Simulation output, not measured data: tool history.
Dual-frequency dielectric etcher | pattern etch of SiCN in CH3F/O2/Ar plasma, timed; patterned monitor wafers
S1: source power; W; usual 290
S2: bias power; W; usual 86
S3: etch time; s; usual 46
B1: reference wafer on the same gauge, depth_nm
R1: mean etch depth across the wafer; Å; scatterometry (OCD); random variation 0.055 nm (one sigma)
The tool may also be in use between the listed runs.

run 1 day=0 | S1=290 S2=97 S3=46 | B1=16.89 | R1=163.5
-- day=7.896 source power generator calibrated
run 2 day=9.088 | S1=290 S2=97 S3=46 | B1=16.92 | R1=165.7
run 3 day=13.146 | S1=290 S2=86 S3=46 | B1=16.91 | R1=161.2
run 4 day=16.517 | S1=290 S2=86 S3=46 | B1=16.9 | R1=161.9
-- day=19.5 wet clean of the chamber
run 5 day=19.6 | S1=290 S2=86 S3=46 | B1=16.88 | R1=156
run 6 day=21.125 | S1=290 S2=86 S3=46 | B1=16.9 | R1=156.4
run 7 day=23.042 | S1=290 S2=86 S3=46 | B1=16.89 | R1=157
-- day=24.096 gauge calibrated
run 8 day=24.892 | S1=290 S2=86 S3=50 | B1=16.91 | R1=171.7
run 9 day=36.808 | S1=240 S2=108 S3=54.5 | B1=16.9 | R1=183.5
run 10 day=40.179 | S1=270 S2=67 S3=37.5 | B1=16.9 | R1=117.7
run 11 day=43.846 | S1=240 S2=79 S3=46 | B1=16.88 | R1=143.7
-- day=47.408 wet clean of the chamber
run 12 day=47.617 | S1=290 S2=69 S3=46 | B1=16.9 | R1=147.8
run 13 day=49.217 | S1=290 S2=86 S3=34.5 | B1=16.9 | R1=118.3
run 14 day=53.162 | S1=330 S2=98 S3=34 | B1=16.89 | R1=128.9
run 15 day=57.388 | S1=240 S2=67 S3=39.5 | B1=16.88 | R1=116.1
-- day=60.817 bias power generator calibrated
run 16 day=60.838 | S1=290 S2=86 S3=46 | B1=16.89 | R1=158.7
run 17 day=64.846 | S1=290 S2=86 S3=50.5 | B1=16.88 | R1=175.3
run 18 day=68.004 | S1=290 S2=96 S3=56.5 | B1=16.92 | R1=203.6
-- day=71.367 upper electrode replaced
run 19 day=71.879 | S1=290 S2=86 S3=46 | B1=16.87 | R1=161.4
run 20 day=74.904 | S1=290 S2=86 S3=46 | B1=16.86 | R1=161.5
-- day=77.7 wet clean of the chamber
run 21 day=86.933 | S1=290 S2=86 S3=46 | B1=16.87 | R1=159.2
run 22 day=89.054 | S1=290 S2=86 S3=46 | B1=16.9 | R1=159.4
run 23 day=91.246 | S1=230 S2=86 S3=46 | B1=16.9 | R1=142
run 24 day=93.288 | S1=220 S2=86 S3=46 | B1=16.89 | R1=140.3
run 25 day=95.996 | S1=290 S2=86 S3=36 | B1=16.89 | R1=125.6
run 26 day=98.15 | S1=290 S2=77 S3=46 | B1=16.89 | R1=155.5
run 27 day=100.658 | S1=290 S2=86 S3=55.5 | B1=16.88 | R1=194.1
run 28 day=104.112 | S1=330 S2=69 S3=56 | B1=16.91 | R1=197.5
run 29 day=106.583 | S1=290 S2=86 S3=46 | B1=16.89 | R1=161.7
run 30 day=109.617 | S1=230 S2=101 S3=46 | B1=16.9 | R1=150.6
-- day=111.821 gauge calibrated
-- day=112.817 wet clean of the chamber
run 31 day=112.838 | S1=290 S2=92 S3=53.5 | B1=16.89 | R1=185.7

The same runs without the tool's hidden state, with the same run-to-run variation:
The hidden state here: etch rate over this chamber's usual, %; source power that arrives over what is set, %; bias power that arrives over what is set, %; gauge reads high (%).
run=1 R1=161.5
run=2 R1=162.1
run=3 R1=157
run=4 R1=157.2
run=5 R1=156.3
run=6 R1=156.4
run=7 R1=156.7
run=8 R1=171
run=9 R1=180.4
run=10 R1=115.3
run=11 R1=140.2
run=12 R1=147.4
run=13 R1=117.8
run=14 R1=127.8
run=15 R1=114.6
run=16 R1=156.1
run=17 R1=171.7
run=18 R1=198.7
run=19 R1=156.9
run=20 R1=156.4
run=21 R1=157.4
run=22 R1=157.3
run=23 R1=139.8
run=24 R1=137.8
run=25 R1=123
run=26 R1=152
run=27 R1=189.2
run=28 R1=191.8
run=29 R1=156.6
run=30 R1=145.4
run=31 R1=186.3

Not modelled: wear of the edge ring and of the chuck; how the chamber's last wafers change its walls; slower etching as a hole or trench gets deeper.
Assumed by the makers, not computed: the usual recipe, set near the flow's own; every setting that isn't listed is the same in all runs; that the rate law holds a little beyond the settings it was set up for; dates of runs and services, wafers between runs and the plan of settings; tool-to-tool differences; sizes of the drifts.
